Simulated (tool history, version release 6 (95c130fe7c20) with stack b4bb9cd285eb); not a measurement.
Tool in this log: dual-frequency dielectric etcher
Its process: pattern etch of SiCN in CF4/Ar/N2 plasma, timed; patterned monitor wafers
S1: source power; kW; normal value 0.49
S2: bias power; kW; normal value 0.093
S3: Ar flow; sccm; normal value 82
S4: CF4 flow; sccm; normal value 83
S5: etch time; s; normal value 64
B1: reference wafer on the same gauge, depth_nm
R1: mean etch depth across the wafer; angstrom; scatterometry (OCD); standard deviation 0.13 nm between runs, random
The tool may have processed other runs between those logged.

run	day	S1	S2	S3	S4	S5	B1	R1
1	0	0.49	0.1	82	83	69	74.2	729
2	0.012	0.49	0.093	82	83	64	74.2	659
3	0.546	0.49	0.093	82	83	64	74.2	658
4	1.033	0.49	0.093	82	83	64	74.2	658
5	1.362	0.49	0.078	82	83	64	74.2	620
6	1.762	0.43	0.087	71	83	54.5	74.2	517
7	2.262	0.55	0.083	89	83	64	74.2	671
8	2.6	0.49	0.093	82	83	64	74.2	659
# day 3.225: CF4 flow controller replaced
9	3.246	0.49	0.093	82	68	64	74.2	641
10	3.458	0.49	0.093	82	83	48	74.2	495
# day 3.95: bias power generator calibrated
11	4	0.43	0.093	82	94	64	74.2	618
12	4.296	0.49	0.093	82	83	70.5	74.2	723
# day 5.083: gauge calibrated
# day 5.1: source power generator calibrated
13	5.121	0.49	0.093	93	83	64	74.2	647
14	5.625	0.49	0.093	82	83	64	74.2	659
15	5.888	0.56	0.093	82	83	64	74.2	710
16	6.312	0.58	0.099	82	83	57	74.2	657
17	6.717	0.4	0.104	82	65	72.5	74.2	668
18	7.412	0.39	0.093	65	83	56	74.2	515
19	7.783	0.49	0.093	82	83	72.5	74.2	740
20	8.096	0.49	0.093	82	83	75	74.2	766
21	8.638	0.49	0.085	82	83	64	74.2	634
22	10.258	0.49	0.093	82	75	64	74.2	643

Alternative continuations, all from the tool just after run 22; predict every row:
A	10.275	0.49	0.093	82	83	64	?	?
B	10.275	0.54	0.093	82	74	64	?	?
C	10.275	0.49	0.101	82	98	64	?	?

run	B1	R1
A	74.2	651
B	74.2	680
C	74.2	683
Without the tool's unlogged condition, the same runs would have read:
run	R1
A	659
B	688
C	691

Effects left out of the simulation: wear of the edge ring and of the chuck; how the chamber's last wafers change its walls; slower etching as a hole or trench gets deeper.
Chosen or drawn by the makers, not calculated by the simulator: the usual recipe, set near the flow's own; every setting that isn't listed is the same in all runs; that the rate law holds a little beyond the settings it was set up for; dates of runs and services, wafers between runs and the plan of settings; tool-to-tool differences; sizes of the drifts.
